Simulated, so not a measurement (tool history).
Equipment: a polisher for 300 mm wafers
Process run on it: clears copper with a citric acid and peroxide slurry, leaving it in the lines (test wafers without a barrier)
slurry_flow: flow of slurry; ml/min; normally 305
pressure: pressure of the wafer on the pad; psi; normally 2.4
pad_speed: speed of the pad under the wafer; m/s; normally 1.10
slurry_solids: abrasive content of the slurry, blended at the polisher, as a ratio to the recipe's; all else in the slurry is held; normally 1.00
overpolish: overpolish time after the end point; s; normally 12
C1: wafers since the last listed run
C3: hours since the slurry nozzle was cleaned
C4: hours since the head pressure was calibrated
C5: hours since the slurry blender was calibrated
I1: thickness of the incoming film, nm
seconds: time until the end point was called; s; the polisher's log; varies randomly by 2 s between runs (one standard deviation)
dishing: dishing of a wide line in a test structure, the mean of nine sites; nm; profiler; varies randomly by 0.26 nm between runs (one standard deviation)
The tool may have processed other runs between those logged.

Run 1, hour 0.0: usual settings but slurry_flow 245 ml/min; C1 0; wafers polished on this pad 459; C3 624.8; C4 1148.5; C5 171.1; I1 318.5. Result: seconds 193.0 s, dishing 15.2 nm.
Run 2, hour 15.9: usual settings but slurry_flow 285 ml/min; C1 126; wafers polished on this pad 586; C3 640.7; C4 1164.4; C5 187.0; I1 314.2. Result: seconds 192.0 s, dishing 15.6 nm.
Run 3, hour 33.1: usual settings but slurry_flow 285 ml/min; C1 137; wafers polished on this pad 724; C3 657.9; C4 1181.6; C5 204.2; I1 313.1. Result: seconds 190.3 s, dishing 15.6 nm.
At hour 39.5: worn pad replaced by a new one.
Run 4, hour 42.0: usual settings; C1 39; wafers polished on this pad 19; C3 666.8; C4 1190.5; C5 213.1; I1 317.2. Result: seconds 188.1 s, dishing 16.0 nm.
Run 5, hour 50.4: usual settings but pad_speed 0.92 m/s; C1 67; wafers polished on this pad 86; C3 675.2; C4 1198.9; C5 221.5; I1 314.0. Result: seconds 224.2 s, dishing 13.3 nm.
Run 6, hour 58.7: usual settings but slurry_solids 0.85; C1 66; wafers polished on this pad 153; C3 683.5; C4 1207.2; C5 229.8; I1 315.1. Result: seconds 192.9 s, dishing 15.2 nm.
Run 7, hour 71.8: usual settings but slurry_solids 0.85; C1 104; wafers polished on this pad 257; C3 696.6; C4 1220.3; C5 242.9; I1 314.3. Result: seconds 186.2 s, dishing 15.2 nm.
At hour 88.6: head pressure recalibrated.
Run 8, hour 89.1: usual settings; C1 122; wafers polished on this pad 379; C3 713.9; C4 0.5; C5 260.2; I1 311.2. Result: seconds 185.2 s, dishing 16.2 nm.
Run 9, hour 101.3: usual settings; C1 97; wafers polished on this pad 477; C3 726.1; C4 12.7; C5 272.4; I1 310.4. Result: seconds 182.3 s, dishing 15.7 nm.
Run 10, hour 113.2: usual settings; C1 94; wafers polished on this pad 572; C3 738.0; C4 24.6; C5 284.3; I1 318.3. Result: seconds 188.1 s, dishing 16.0 nm.
Run 11, hour 130.8: usual settings but slurry_flow 360 ml/min; C1 140; wafers polished on this pad 712; C3 755.6; C4 42.2; C5 301.9; I1 315.6. Result: seconds 185.5 s, dishing 15.8 nm.
Run 12, hour 138.7: usual settings; C1 63; wafers polished on this pad 775; C3 763.5; C4 50.1; C5 309.8; I1 313.5. Result: seconds 186.0 s, dishing 15.9 nm.

The next listed run, before its measurement:
At hour 143.5: worn pad replaced by a new one.
At hour 143.9: slurry blender recalibrated.
Run 13, hour 156.5: usual settings but slurry_solids 0.85; C1 106; wafers polished on this pad 100; C3 781.3; C4 67.9; C5 12.6; I1 317.5. Result: seconds ?, dishing ?.

Run 13 gave seconds 188.8 s, dishing 15.3 nm.
Had the tool carried no hidden state, the very same run would have given seconds 188.8 s, dishing 15.3 nm.
